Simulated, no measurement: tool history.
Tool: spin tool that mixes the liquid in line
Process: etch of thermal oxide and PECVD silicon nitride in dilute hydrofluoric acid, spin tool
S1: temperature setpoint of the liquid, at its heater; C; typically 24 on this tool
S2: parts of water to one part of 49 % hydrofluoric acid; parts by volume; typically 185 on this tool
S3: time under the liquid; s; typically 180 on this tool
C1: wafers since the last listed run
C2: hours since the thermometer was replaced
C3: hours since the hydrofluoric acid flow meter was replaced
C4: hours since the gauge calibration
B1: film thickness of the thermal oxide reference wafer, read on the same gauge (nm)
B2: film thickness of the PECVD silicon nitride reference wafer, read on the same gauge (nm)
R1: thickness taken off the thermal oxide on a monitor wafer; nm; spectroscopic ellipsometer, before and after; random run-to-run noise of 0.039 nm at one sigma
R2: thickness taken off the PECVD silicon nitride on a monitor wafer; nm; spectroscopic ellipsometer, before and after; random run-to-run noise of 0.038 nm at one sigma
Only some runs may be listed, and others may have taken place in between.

Run 1, hour 0: usual settings; C1 0; C2 1343.2; C3 442.6; C4 520.4; B1 80.004; B2 90.012. Result: R1 4.338 nm, R2 3.619 nm.
Run 2, hour 96.1: usual settings; C1 893; C2 1439.3; C3 538.7; C4 616.5; B1 80.003; B2 90.014. Result: R1 4.296 nm, R2 3.573 nm.
Run 3, hour 152.4: usual settings; C1 523; C2 1495.6; C3 595; C4 672.8; B1 80.004; B2 89.995. Result: R1 4.338 nm, R2 3.568 nm.
Run 4, hour 202.3: usual settings but S3 145 s; C1 464; C2 1545.5; C3 644.9; C4 722.7; B1 79.987; B2 90.011. Result: R1 3.506 nm, R2 2.892 nm.
Run 5, hour 303.2: usual settings but S1 21.5 C, S3 260 s; C1 938; C2 1646.4; C3 745.8; C4 823.6; B1 80.006; B2 90.031. Result: R1 5.713 nm, R2 4.42 nm.
Run 6, hour 383.6: usual settings but S2 140 parts by volume; C1 747; C2 1726.8; C3 826.2; C4 904; B1 80.02; B2 89.991. Result: R1 6.09 nm, R2 4.787 nm.
Run 7, hour 434.8: usual settings; C1 476; C2 1778; C3 877.4; C4 955.2; B1 80.018; B2 89.99. Result: R1 4.307 nm, R2 3.612 nm.
Run 8, hour 504.8: usual settings; C1 651; C2 1848; C3 947.4; C4 1025.2; B1 79.994; B2 90.009. Result: R1 4.345 nm, R2 3.635 nm.
At hour 551.1: gauge calibrated.
Run 9, hour 564.2: usual settings; C1 552; C2 1907.4; C3 1006.8; C4 13.1; B1 80; B2 89.967. Result: R1 4.364 nm, R2 3.721 nm.
Run 10, hour 721: usual settings; C1 1458; C2 2064.2; C3 1163.6; C4 169.9; B1 80.004; B2 90.012. Result: R1 4.349 nm, R2 3.673 nm.
Run 11, hour 758: usual settings; C1 344; C2 2101.2; C3 1200.6; C4 206.9; B1 80.022; B2 90.004. Result: R1 4.385 nm, R2 3.731 nm.
At hour 775.1: hydrofluoric acid flow meter replaced.
Run 12, hour 848.7: usual settings but S1 26.5 C, S2 120 parts by volume; C1 834; C2 2191.9; C3 73.6; C4 297.6; B1 80.019; B2 89.993. Result: R1 8.091 nm, R2 6.789 nm.
Run 13, hour 910.3: usual settings but S1 21.5 C, S2 210 parts by volume, S3 210 s; C1 572; C2 2253.5; C3 135.2; C4 359.2; B1 79.991; B2 90.016. Result: R1 4.119 nm, R2 3.221 nm.
Run 14, hour 979.4: usual settings but S2 235 parts by volume, S3 145 s; C1 642; C2 2322.6; C3 204.3; C4 428.3; B1 80.027; B2 90.02. Result: R1 2.69 nm, R2 2.314 nm.
Run 15, hour 1031: usual settings but S1 26 C, S2 145 parts by volume, S3 235 s; C1 479; C2 2374.2; C3 255.9; C4 479.9; B1 80.005; B2 89.974. Result: R1 8.333 nm, R2 6.99 nm.
Run 16, hour 1093.6: usual settings; C1 582; C2 2436.8; C3 318.5; C4 542.5; B1 80.022; B2 89.997. Result: R1 4.416 nm, R2 3.794 nm.
At hour 1132.3: thermometer replaced.
Run 17, hour 1136.3: usual settings but S1 26 C, S2 225 parts by volume, S3 240 s; C1 387; C2 4; C3 361.2; C4 585.2; B1 80.025; B2 90.003. Result: R1 4.535 nm, R2 3.982 nm.
Run 18, hour 1176.6: usual settings but S3 150 s; C1 374; C2 44.3; C3 401.5; C4 625.5; B1 79.983; B2 89.988. Result: R1 3.369 nm, R2 2.637 nm.
Run 19, hour 1265.3: usual settings; C1 824; C2 133; C3 490.2; C4 714.2; B1 79.99; B2 90.008. Result: R1 3.976 nm, R2 3.196 nm.
Run 20, hour 1307.9: usual settings but S1 25.5 C, S3 245 s; C1 396; C2 175.6; C3 532.8; C4 756.8; B1 80.006; B2 89.983. Result: R1 5.915 nm, R2 4.766 nm.
Run 21, hour 1429.2: usual settings; C1 1128; C2 296.9; C3 654.1; C4 878.1; B1 79.968; B2 90.02. Result: R1 4.048 nm, R2 3.213 nm.
Run 22, hour 1474.3: usual settings; C1 419; C2 342; C3 699.2; C4 923.2; B1 79.978; B2 89.986. Result: R1 4.063 nm, R2 3.225 nm.
At hour 1491.5: gauge calibrated.
Run 23, hour 1562: usual settings but S2 235 parts by volume, S3 210 s; C1 815; C2 429.7; C3 786.9; C4 70.5; B1 80.014; B2 89.992. Result: R1 3.607 nm, R2 2.953 nm.

Below are 5 alternative next runs, each starting from the tool's condition after run 23. Predict each:
Run A, hour 1562.5: usual settings; C1 4; C2 430.2; C3 787.4; C4 71; B1 ?; B2 ?. Result: R1 ?, R2 ?.
Run B, hour 1562.5: usual settings but S1 26 C, S3 140 s; C1 4; C2 430.2; C3 787.4; C4 71; B1 ?; B2 ?. Result: R1 ?, R2 ?.
Run C, hour 1562.5: usual settings but S2 210 parts by volume, S3 255 s; C1 4; C2 430.2; C3 787.4; C4 71; B1 ?; B2 ?. Result: R1 ?, R2 ?.
Run D, hour 1562.5: usual settings but S1 27.5 C, S2 135 parts by volume, S3 280 s; C1 4; C2 430.2; C3 787.4; C4 71; B1 ?; B2 ?. Result: R1 ?, R2 ?.
Run E, hour 1562.5: usual settings but S1 20 C, S2 225 parts by volume, S3 95 s; C1 4; C2 430.2; C3 787.4; C4 71; B1 ?; B2 ?. Result: R1 ?, R2 ?.

run      B1     B2      R1     R2
  A  80.002  90.01   4.009  3.226
  B  80.002  90.01   3.356  2.845
  C  80.002  90.01   4.869   4.03
  D  80.002  90.01  10.328  8.571
  E  80.002  90.01   1.437  1.087
With the hidden condition removed and each run's random variation left untouched, the same runs would have given:
run      R1     R2
  A   3.946  3.139
  B   3.304   2.77
  C   4.793  3.923
  D  10.164  8.343
  E   1.414  1.057

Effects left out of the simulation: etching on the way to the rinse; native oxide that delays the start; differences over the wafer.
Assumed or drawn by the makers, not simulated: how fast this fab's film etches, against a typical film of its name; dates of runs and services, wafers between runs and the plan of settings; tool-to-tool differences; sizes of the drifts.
